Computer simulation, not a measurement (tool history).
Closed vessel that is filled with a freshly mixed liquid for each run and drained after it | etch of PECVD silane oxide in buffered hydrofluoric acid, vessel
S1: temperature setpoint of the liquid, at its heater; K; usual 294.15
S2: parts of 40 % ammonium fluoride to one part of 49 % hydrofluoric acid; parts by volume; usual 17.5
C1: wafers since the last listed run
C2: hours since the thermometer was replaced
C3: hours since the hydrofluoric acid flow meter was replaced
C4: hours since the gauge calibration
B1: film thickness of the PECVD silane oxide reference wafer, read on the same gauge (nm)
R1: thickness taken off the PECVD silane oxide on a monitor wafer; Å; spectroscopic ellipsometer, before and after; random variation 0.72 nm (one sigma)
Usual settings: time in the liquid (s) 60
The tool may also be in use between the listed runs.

{"run": 1, "hour": 0.0, "S1": 294.15, "S2": 20.0, "time in the liquid (s)": 60, "C1": 0, "C2": 1722.8, "C3": 1554.2, "C4": 476.3, "B1": 99.99, "R1": 1234.0}
{"run": 2, "hour": 54.4, "S1": 294.15, "S2": 20.0, "time in the liquid (s)": 60, "C1": 7740, "C2": 1777.2, "C3": 1608.6, "C4": 530.7, "B1": 99.98, "R1": 1244.6}
{"run": 3, "hour": 110.3, "S1": 294.15, "S2": 17.5, "time in the liquid (s)": 60, "C1": 7953, "C2": 1833.1, "C3": 1664.5, "C4": 586.6, "B1": 100.01, "R1": 1426.7}
{"run": 4, "hour": 148.0, "S1": 294.15, "S2": 17.5, "time in the liquid (s)": 60, "C1": 5364, "C2": 1870.8, "C3": 1702.2, "C4": 624.3, "B1": 99.99, "R1": 1438.9}
{"run": 5, "hour": 211.9, "S1": 294.15, "S2": 17.5, "time in the liquid (s)": 60, "C1": 9091, "C2": 1934.7, "C3": 1766.1, "C4": 688.2, "B1": 100.0, "R1": 1434.9}
{"run": 6, "hour": 267.0, "S1": 294.15, "S2": 17.5, "time in the liquid (s)": 60, "C1": 7839, "C2": 1989.8, "C3": 1821.2, "C4": 743.3, "B1": 100.01, "R1": 1463.3}
{"run": 7, "hour": 320.0, "S1": 297.65, "S2": 17.5, "time in the liquid (s)": 60, "C1": 7540, "C2": 2042.8, "C3": 1874.2, "C4": 796.3, "B1": 99.98, "R1": 1769.1}
{"run": 8, "hour": 386.8, "S1": 297.65, "S2": 17.5, "time in the liquid (s)": 60, "C1": 9504, "C2": 2109.6, "C3": 1941.0, "C4": 863.1, "B1": 100.02, "R1": 1775.1}
{"run": 9, "hour": 441.8, "S1": 297.65, "S2": 17.5, "time in the liquid (s)": 60, "C1": 7825, "C2": 2164.6, "C3": 1996.0, "C4": 918.1, "B1": 100.02, "R1": 1788.1}
{"run": 10, "hour": 486.8, "S1": 296.65, "S2": 22.0, "time in the liquid (s)": 60, "C1": 6402, "C2": 2209.6, "C3": 2041.0, "C4": 963.1, "B1": 99.99, "R1": 1349.6}
{"run": 11, "hour": 536.4, "S1": 296.65, "S2": 22.0, "time in the liquid (s)": 60, "C1": 7057, "C2": 2259.2, "C3": 2090.6, "C4": 1012.7, "B1": 99.98, "R1": 1360.1}
{"run": 12, "hour": 594.3, "S1": 290.15, "S2": 17.5, "time in the liquid (s)": 60, "C1": 8238, "C2": 2317.1, "C3": 2148.5, "C4": 1070.6, "B1": 99.97, "R1": 1191.4}
{"run": 13, "hour": 625.9, "S1": 294.15, "S2": 17.5, "time in the liquid (s)": 60, "C1": 4496, "C2": 2348.7, "C3": 2180.1, "C4": 1102.2, "B1": 100.0, "R1": 1502.2}
{"hour": 645.9, "done": "thermometer replaced"}
{"hour": 648.8, "done": "gauge calibrated"}
{"run": 14, "hour": 653.6, "S1": 294.15, "S2": 17.5, "time in the liquid (s)": 60, "C1": 3798, "C2": 7.7, "C3": 2207.8, "C4": 4.8, "B1": 100.01, "R1": 1373.9}
{"run": 15, "hour": 684.8, "S1": 294.15, "S2": 12.5, "time in the liquid (s)": 60, "C1": 4439, "C2": 38.9, "C3": 2239.0, "C4": 36.0, "B1": 99.99, "R1": 1902.8}
{"run": 16, "hour": 767.4, "S1": 290.15, "S2": 15.5, "time in the liquid (s)": 70, "C1": 11752, "C2": 121.5, "C3": 2321.6, "C4": 118.6, "B1": 100.01, "R1": 1456.6}
{"hour": 801.4, "done": "hydrofluoric acid flow meter replaced"}
{"run": 17, "hour": 806.7, "S1": 290.15, "S2": 21.0, "time in the liquid (s)": 45, "C1": 5449, "C2": 160.8, "C3": 5.3, "C4": 157.9, "B1": 100.0, "R1": 625.0}
{"run": 18, "hour": 845.4, "S1": 292.15, "S2": 22.0, "time in the liquid (s)": 40, "C1": 5506, "C2": 199.5, "C3": 44.0, "C4": 196.6, "B1": 99.99, "R1": 619.0}
{"run": 19, "hour": 896.9, "S1": 294.15, "S2": 17.5, "time in the liquid (s)": 60, "C1": 7327, "C2": 251.0, "C3": 95.5, "C4": 248.1, "B1": 100.01, "R1": 1267.7}
{"run": 20, "hour": 930.3, "S1": 295.65, "S2": 21.0, "time in the liquid (s)": 50, "C1": 4752, "C2": 284.4, "C3": 128.9, "C4": 281.5, "B1": 100.02, "R1": 969.3}
{"run": 21, "hour": 971.2, "S1": 294.15, "S2": 17.5, "time in the liquid (s)": 60, "C1": 5819, "C2": 325.3, "C3": 169.8, "C4": 322.4, "B1": 100.01, "R1": 1273.4}
{"run": 22, "hour": 1017.3, "S1": 297.15, "S2": 17.5, "time in the liquid (s)": 90, "C1": 6559, "C2": 371.4, "C3": 215.9, "C4": 368.5, "B1": 100.01, "R1": 2225.1}

Forecast each of these 3 alternatives for the next run:
{"run": "A", "hour": 1018.0, "S1": 294.15, "S2": 17.5, "time in the liquid (s)": 60, "C1": 99, "C2": 372.1, "C3": 216.6, "C4": 369.2, "B1": "?", "R1": "?"}
{"run": "B", "hour": 1018.0, "S1": 296.65, "S2": 19.5, "time in the liquid (s)": 60, "C1": 99, "C2": 372.1, "C3": 216.6, "C4": 369.2, "B1": "?", "R1": "?"}
{"run": "C", "hour": 1018.0, "S1": 294.15, "S2": 24.0, "time in the liquid (s)": 95, "C1": 99, "C2": 372.1, "C3": 216.6, "C4": 369.2, "B1": "?", "R1": "?"}

run=A B1=100.02 R1=1270.8
run=B B1=100.02 R1=1311.0
run=C B1=100.02 R1=1547.2
Without the tool's hidden state the same runs would have given:
run=A R1=1211.5
run=B R1=1250.4
run=C R1=1482.7
